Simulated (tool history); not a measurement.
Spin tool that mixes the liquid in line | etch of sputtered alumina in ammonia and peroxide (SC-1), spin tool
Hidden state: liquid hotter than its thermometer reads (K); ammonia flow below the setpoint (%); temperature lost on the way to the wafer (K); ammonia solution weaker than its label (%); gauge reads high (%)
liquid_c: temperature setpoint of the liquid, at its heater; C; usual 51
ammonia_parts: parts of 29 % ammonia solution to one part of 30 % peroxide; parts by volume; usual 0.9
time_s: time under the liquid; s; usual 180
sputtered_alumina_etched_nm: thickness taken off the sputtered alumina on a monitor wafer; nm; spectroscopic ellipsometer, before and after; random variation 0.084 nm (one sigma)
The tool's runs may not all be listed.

run    hour  liquid_c  ammonia_parts  time_s  wafers since the last listed run  hours since the thermometer was replaced  hours since the ammonia flow meter was replaced  hours since the heated supply line was repaired  hours since the drum of ammonia solution was connected  hours since the gauge calibration  read-back film thickness of the sputtered alumina reference wafer, read on the same gauge (nm)  sputtered_alumina_etched_nm
  1       0        51            0.9     180                                 0                                     431.5                                            236.6                                            682.4                                                   105.2                             1410.4                                                                                              40                        10.67
  2    69.4        51            0.9     180                               319                                     500.9                                              306                                            751.8                                                   174.6                             1479.8                                                                                              40                        10.52
      112.5  -- thermometer replaced
  3   130.7        51            0.9     180                               277                                      18.2                                            367.3                                            813.1                                                   235.9                             1541.1                                                                                           39.98                        10.58
      151.6  -- ammonia flow meter replaced
      170.6  -- heated supply line repaired
  4   188.2        51            0.9     180                               255                                      75.7                                             36.6                                             17.6                                                   293.4                             1598.6                                                                                              40                        11.05
  5     242        51            0.9     180                               247                                     129.5                                             90.4                                             71.4                                                   347.2                             1652.4                                                                                           40.01                        11.09
  6   306.6        58           0.45     220                               297                                     194.1                                              155                                              136                                                   411.8                               1717                                                                                           39.98                        18.36
  7   377.2        51            0.9     220                               324                                     264.7                                            225.6                                            206.6                                                   482.4                             1787.6                                                                                              40                        13.33
  8   411.6      53.5           0.65     135                               158                                     299.1                                              260                                              241                                                   516.8                               1822                                                                                              40                         9.15
  9   436.6        56           0.45     260                               114                                     324.1                                              285                                              266                                                   541.8                               1847                                                                                           40.03                        19.23
 10     498        51            0.9     180                               282                                     385.5                                            346.4                                            327.4                                                   603.2                             1908.4                                                                                           40.03                        10.97
 11   552.6        51            0.9     180                               251                                     440.1                                              401                                              382                                                   657.8                               1963                                                                                           40.03                        10.81
      587.5  -- ammonia flow meter replaced
 12   608.1      54.5            0.9     180                               250                                     495.6                                             20.6                                            437.5                                                   713.3                             2018.5                                                                                           40.02                        13.01
      619.9  -- new drum of ammonia solution connected
 13   656.8        51            0.9     180                               219                                     544.3                                             69.3                                            486.2                                                    36.9                             2067.2                                                                                              40                        10.82
 14   712.3      46.5            1.2     180                               255                                     599.8                                            124.8                                            541.7                                                    92.4                             2122.7                                                                                           40.03                          8.6
      733.6  -- thermometer replaced
      778.3  -- gauge calibrated
 15   781.1      55.5            0.9     120                               311                                      47.5                                            193.6                                            610.5                                                   161.2                                2.8                                                                                           39.96                         9.06
 16   822.5        51            0.9     180                               190                                      88.9                                              235                                            651.9                                                   202.6                               44.2                                                                                              40                        10.66
        827  -- heated supply line repaired
 17     863        55           0.75      70                               181                                     129.4                                            275.5                                               36                                                   243.1                               84.7                                                                                           39.99                         5.16
 18   931.8        51            0.9     180                               316                                     198.2                                            344.3                                            104.8                                                   311.9                              153.5                                                                                           40.03                        11.09
       1019  -- ammonia flow meter replaced
 19  1063.1        54            0.9     180                               599                                     329.5                                             44.1                                            236.1                                                   443.2                              284.8                                                                                           40.01                        12.74
 20  1096.1        45            1.2     225                               151                                     362.5                                             77.1                                            269.1                                                   476.2                              317.8                                                                                           39.98                         9.99
 21  1125.9        60           0.65     285                               137                                     392.3                                            106.9                                            298.9                                                     506                              347.6                                                                                           40.04                        27.15
 22    1186      46.5           1.15     285                               276                                     452.4                                              167                                              359                                                   566.1                              407.7                                                                                           40.02                        13.63
     1213.4  -- new drum of ammonia solution connected
 23  1237.4        51            0.9     180                               231                                     503.8                                            218.4                                            410.4                                                      24                              459.1                                                                                           40.01                        10.83
 24  1285.7        51            0.9     180                               222                                     552.1                                            266.7                                            458.7                                                    72.3                              507.4                                                                                           39.97                        10.72

4 ways to go on from here, each from the tool as it stands after run 24. What would each give?
  A  1286.2        51            0.9     180                                 2                                     552.6                                            267.2                                            459.2                                                    72.8                              507.9                                                                                               ?                            ?
  B  1286.2      54.5            0.9     270                                 2                                     552.6                                            267.2                                            459.2                                                    72.8                              507.9                                                                                               ?                            ?
  C  1286.2        55            0.9     140                                 2                                     552.6                                            267.2                                            459.2                                                    72.8                              507.9                                                                                               ?                            ?
  D  1286.2        51            0.9     115                                 2                                     552.6                                            267.2                                            459.2                                                    72.8                              507.9                                                                                               ?                            ?

run  read-back film thickness of the sputtered alumina reference wafer, read on the same gauge (nm)  sputtered_alumina_etched_nm
  A                                                                                              40                        10.81
  B                                                                                              40                        19.61
  C                                                                                              40                        10.44
  D                                                                                              40                         6.91
Without the tool's hidden state the same runs would have given:
run  sputtered_alumina_etched_nm
  A                        11.13
  B                        20.16
  C                        10.73
  D                         7.11

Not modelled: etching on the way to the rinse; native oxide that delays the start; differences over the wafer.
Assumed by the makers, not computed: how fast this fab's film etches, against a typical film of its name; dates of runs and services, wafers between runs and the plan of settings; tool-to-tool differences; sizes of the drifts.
